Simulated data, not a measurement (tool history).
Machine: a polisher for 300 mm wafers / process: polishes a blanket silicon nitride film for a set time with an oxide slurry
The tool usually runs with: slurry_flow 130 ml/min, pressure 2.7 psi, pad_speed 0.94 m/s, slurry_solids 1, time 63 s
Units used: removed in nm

run,day,slurry_flow,pressure,pad_speed,slurry_solids,time,"incoming thickness of the incoming film, nm",removed
1,0,130,2.7,0.94,1,63,406,28.2
2,1.662,130,2.7,0.94,1,63,399.3,28.2
3,2.871,100,3,0.94,1,63,395.2,28.9
4,3.838,100,3,0.94,1,63,399.6,28.4
5,4.771,130,2.7,0.94,1,63,397.8,28.2
6,6.058,130,2.7,0.94,1,63,403.1,27.5
7,7.383,130,2.7,0.94,1,63,400.2,27.6
8,8.583,130,3.4,0.94,1,63,403.7,34.7
9,9.308,130,3.4,0.94,1,63,404,34.8
10,10.017,130,2,0.94,1.15,69,394.6,24
11,11.408,130,3.1,0.94,1,83,393.8,41.6
12,12.225,130,3.2,0.68,0.8,77,395.5,27.6
13,13.338,130,2.7,0.94,1.25,74,398.6,35.5
14,14.404,130,2.7,0.94,1,63,395.1,27.3
15,15.842,130,2.7,0.94,1,63,393.3,27.1
16,17.029,130,2.7,0.94,1,82,397.4,35.2
17,20.808,130,2,0.94,1,63,397.9,20.8
18,21.55,150,2.7,0.94,0.8,44,403.7,18.2
19,22.371,130,2.7,0.68,1,63,399.9,21.9
20,23.204,165,2.7,0.94,1.25,63,398,32.2
21,23.975,130,2.7,0.94,1,72,400.1,32.7
22,24.792,130,2.7,0.8,1,63,402.7,25.2
23,26.508,155,1.8,0.94,1.1,63,402,20.1
24,27.404,130,2.7,0.94,1,63,405.7,27.9
25,28.221,110,2.7,0.78,1,63,405.5,23.2
26,29.271,130,2.7,0.94,1,63,397.2,28

Removed from this log: 14 entries logged between the listed runs. Between which two listed runs does each belong, and how does the tool's hidden state at the listed run before it compare with that at the listed run after it?
In the gap between runs 3 and 4: conditioning disc replaced and pad reconditioned (day 3.312); slurry blender recalibrated (day 3.654)
  slurry flow missing at the pad, %: 5.88 -> 6.43
  measured value less the no-hidden-state value, removed: -0.5 -> -0.6 nm
In the gap between runs 5 and 6: worn pad replaced by a new one (day 5.346)
  slurry flow missing at the pad, %: 7 -> 7.84
  measured value less the no-hidden-state value, removed: -0.4 -> -0.5 nm
In the gap between runs 10 and 11: head pressure recalibrated (day 10.546); conditioning disc replaced and pad reconditioned (day 11.388)
  slurry flow missing at the pad, %: 10.8 -> 12
  measured value less the no-hidden-state value, removed: -0.7 -> -1.3 nm
In the gap between runs 11 and 12: slurry blender recalibrated (day 12.204)
  slurry flow missing at the pad, %: 12 -> 12.8
  measured value less the no-hidden-state value, removed: -1.3 -> -0.9 nm
In the gap between runs 13 and 14: worn pad replaced by a new one (day 14.142)
  slurry flow missing at the pad, %: 13.8 -> 14.9
  measured value less the no-hidden-state value, removed: -1.3 -> -1.1 nm
In the gap between runs 16 and 17: conditioning disc replaced and pad reconditioned (day 19.571); slurry blender recalibrated (day 19.9); slurry nozzle cleaned (day 20.204)
  slurry flow missing at the pad, %: 17.7 -> 3.34
  measured value less the no-hidden-state value, removed: -1.6 -> -0.1 nm
In the gap between runs 18 and 19: worn pad replaced by a new one (day 21.783)
  slurry flow missing at the pad, %: 3.37 -> 3.43
  measured value less the no-hidden-state value, removed: -0.2 -> -0.2 nm
In the gap between runs 23 and 24: conditioning disc replaced and pad reconditioned (day 27.375)
  slurry flow missing at the pad, %: 4.12 -> 4.35
  measured value less the no-hidden-state value, removed: -0.1 -> -0.3 nm
In the gap between runs 24 and 25: slurry blender recalibrated (day 27.717)
  slurry flow missing at the pad, %: 4.35 -> 4.6
  measured value less the no-hidden-state value, removed: -0.3 -> -0.3 nm
In the gap between runs 25 and 26: worn pad replaced by a new one (day 28.967)
  slurry flow missing at the pad, %: 4.6 -> 4.95
  measured value less the no-hidden-state value, removed: -0.3 -> -0.3 nm
